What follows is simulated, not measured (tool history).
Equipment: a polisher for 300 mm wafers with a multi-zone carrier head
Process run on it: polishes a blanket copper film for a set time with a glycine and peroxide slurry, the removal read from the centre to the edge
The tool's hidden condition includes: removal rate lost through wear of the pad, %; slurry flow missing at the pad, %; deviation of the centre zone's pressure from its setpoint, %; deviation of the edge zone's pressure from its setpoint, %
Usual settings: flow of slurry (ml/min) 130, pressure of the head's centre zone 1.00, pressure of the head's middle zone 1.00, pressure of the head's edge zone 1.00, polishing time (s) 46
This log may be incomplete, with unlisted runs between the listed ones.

run	hour	flow of slurry (ml/min)	pressure of the head's centre zone	pressure of the head's middle zone	pressure of the head's edge zone	polishing time (s)	wafers since the last listed run	wafers polished on this pad	hours since the slurry nozzle was cleaned	hours since the centre zone pressure was calibrated	hours since the edge zone pressure was calibrated	hours since the carrier head's membrane was replaced	incoming thickness of the incoming film, nm	film removed at the wafer's centre (angstrom)	film removed at mid-radius (angstrom)	film removed at the wafer's edge (angstrom)
1	0.0	130	1.00	1.00	0.93	54	0	6434	217.8	1200.2	318.7	136.4	1874.4	3723	3708	3653
# hour 15.4: worn pad replaced by a new one
2	36.5	130	1.00	1.00	0.93	54	555	360	254.3	1236.7	355.2	172.9	1908.3	3741	3698	3635
# hour 92.4: centre zone pressure recalibrated
3	106.5	130	1.00	1.00	0.93	54	1161	1521	324.3	14.1	425.2	242.9	1904.7	3691	3690	3619
4	146.2	130	1.00	1.00	1.00	46	678	2200	364.0	53.8	464.9	282.6	1906.6	3155	3126	3106
5	198.6	130	1.00	1.00	1.00	46	895	3095	416.4	106.2	517.3	335.0	1849.1	3107	3100	3162
6	249.7	130	1.00	1.00	1.00	46	873	3968	467.5	157.3	568.4	386.1	1924.6	3099	3108	3113
7	350.9	130	1.00	1.00	1.00	46	1728	5697	568.7	258.5	669.6	487.3	1864.3	2959	3005	3057
8	401.0	145	1.00	1.04	1.00	46	855	6553	618.8	308.6	719.7	537.4	1893.9	3080	3193	3172
# hour 456.8: worn pad replaced by a new one
9	457.3	115	0.89	1.03	1.00	41	893	8	675.1	364.9	776.0	593.7	1884.6	2314	2595	2621
10	562.4	130	1.00	0.90	1.00	36	1795	1803	780.2	470.0	881.1	698.8	1881.3	2251	2090	2414
11	617.1	130	1.00	1.00	1.00	46	934	2738	834.9	524.7	935.8	753.5	1889.8	2844	2885	3014
12	675.9	120	1.00	1.00	1.00	46	1004	3742	893.7	583.5	994.6	812.3	1905.3	2708	2778	2905
# hour 731.8: slurry nozzle cleaned
13	743.7	170	0.93	1.00	0.91	56	1141	4883	11.9	651.3	1062.4	880.1	1910.5	3973	4102	3989
# hour 750.5: edge zone pressure recalibrated
14	824.8	130	1.00	1.10	1.04	46	1351	6235	93.0	732.4	74.3	961.2	1903.9	3233	3471	3310
# hour 831.7: carrier head's membrane replaced by a new one
15	901.1	130	1.00	0.90	1.00	36	1218	7453	169.3	808.7	150.6	69.4	1881.5	2537	2293	2462
# hour 943.1: worn pad replaced by a new one
16	994.6	105	1.00	1.00	0.92	41	1529	879	262.8	902.2	244.1	162.9	1901.0	2642	2613	2604
17	1073.7	130	1.00	1.00	1.00	46	1351	2230	341.9	981.3	323.2	242.0	1885.2	3152	3118	3044
18	1191.1	130	1.00	1.00	1.00	46	2005	4236	459.3	1098.7	440.6	359.4	1929.9	3100	3070	3046
19	1244.3	130	1.00	1.05	1.00	31	908	5145	512.5	1151.9	493.8	412.6	1902.0	2086	2134	2119
20	1339.1	130	1.00	1.00	1.00	46	1619	6765	607.3	1246.7	588.6	507.4	1870.1	2939	2971	3144
21	1401.2	130	0.89	1.04	1.08	58	1060	7826	669.4	1308.8	650.7	569.5	1905.7	3418	3882	3972
# hour 1440.9: worn pad replaced by a new one
22	1441.4	130	1.00	1.00	1.00	37	618	8	709.6	1349.0	690.9	609.7	1858.6	2385	2357	2427
23	1521.3	160	1.07	0.96	1.00	46	1365	1373	789.5	1428.9	770.8	689.6	1883.3	3291	2997	3061

Forecast each of these 3 alternatives for the next run:
A	1521.7	130	1.00	1.00	1.00	46	6	1380	789.9	1429.3	771.2	690.0	1892.4	?	?	?
B	1521.7	130	0.88	0.93	1.11	41	6	1380	789.9	1429.3	771.2	690.0	1892.4	?	?	?
C	1521.7	130	1.00	1.00	1.05	46	6	1380	789.9	1429.3	771.2	690.0	1892.4	?	?	?

run	film removed at the wafer's centre (angstrom)	film removed at mid-radius (angstrom)	film removed at the wafer's edge (angstrom)
A	2819	2871	3009
B	2270	2409	2805
C	2819	2871	3070
Without the tool's unlogged condition, the same runs would have read:
run	film removed at the wafer's centre (angstrom)	film removed at mid-radius (angstrom)	film removed at the wafer's edge (angstrom)
A	3217	3222	3254
B	2590	2703	3034
C	3217	3221	3320

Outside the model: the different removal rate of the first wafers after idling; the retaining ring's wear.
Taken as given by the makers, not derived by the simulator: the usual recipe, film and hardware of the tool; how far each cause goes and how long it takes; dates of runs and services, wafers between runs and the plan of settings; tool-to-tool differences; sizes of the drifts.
